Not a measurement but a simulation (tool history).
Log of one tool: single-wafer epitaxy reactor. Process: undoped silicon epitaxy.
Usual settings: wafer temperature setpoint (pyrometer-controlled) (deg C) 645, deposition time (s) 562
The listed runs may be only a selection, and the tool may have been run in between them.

run,hour,wafer temperature setpoint (pyrometer-controlled) (deg C),deposition time (s),"read-back reference wafer on the same gauge, thickness_nm",mean film thickness on the monitor wafer (angstrom)
1,0.0,645,562,87.143,770.07
2,32.2,645,562,87.108,770.69
3,65.2,645,562,87.060,771.34
4,89.8,645,646,87.092,885.19
5,109.3,645,646,87.076,885.39
6,145.0,645,646,87.105,885.58
7,162.2,645,489,87.091,672.40
8,186.1,645,489,87.078,669.79
9,203.4,645,489,87.042,669.62
10,277.3,645,562,87.059,767.66
11,301.4,645,562,87.093,769.85
12,326.7,645,562,87.102,770.19
13,339.8,645,562,87.139,769.40
14,353.2,645,562,87.098,771.21
# hour 363.6: pyrometer calibrated
15,377.7,645,562,87.131,808.49
16,395.0,645,562,87.064,810.97
17,412.3,645,620,87.080,892.17
18,430.6,645,620,87.141,890.34
19,454.0,645,562,87.099,806.69
20,472.6,645,603,87.067,864.96
21,503.4,645,611,87.070,875.64
22,537.1,645,626,87.085,892.56
23,568.3,653,640,87.031,1063.50
24,602.4,645,562,87.170,800.71
25,633.7,650,562,87.117,880.22
# hour 634.0: gauge calibrated
26,662.6,645,629,87.130,896.67
27,690.5,645,562,87.198,794.73
28,708.6,658,659,87.209,1197.51
29,724.9,632,639,87.170,700.79
30,737.7,645,562,87.068,795.77
31,772.3,640,562,87.129,720.40
32,787.3,632,646,87.091,708.23
33,799.5,645,562,87.025,794.99
34,830.7,635,562,87.088,651.69
35,855.0,653,630,87.084,1041.48
36,877.5,657,650,87.071,1154.95
37,909.3,641,603,87.127,787.05
38,929.9,635,520,87.153,600.23
39,995.4,645,562,87.098,790.13
40,1017.9,654,562,87.033,940.34
41,1091.2,645,562,87.143,787.39
42,1124.8,639,500,87.167,624.35
43,1153.6,641,598,87.023,774.12
44,1184.7,645,463,87.066,649.03

5 ways to go on from here, each from the tool as it stands after run 44. What would each give?
A,1185.3,645,674,?,?
B,1185.3,638,656,?,?
C,1185.3,656,459,?,?
D,1185.3,630,533,?,?
E,1185.3,652,662,?,?

run,"read-back reference wafer on the same gauge, thickness_nm",mean film thickness on the monitor wafer (angstrom)
A,87.098,944.74
B,87.098,801.75
C,87.098,795.05
D,87.098,555.71
E,87.098,1062.27
With no hidden state in the tool, these same runs would have given:
run,mean film thickness on the monitor wafer (angstrom)
A,976.37
B,828.96
C,821.11
D,574.87
E,1097.35
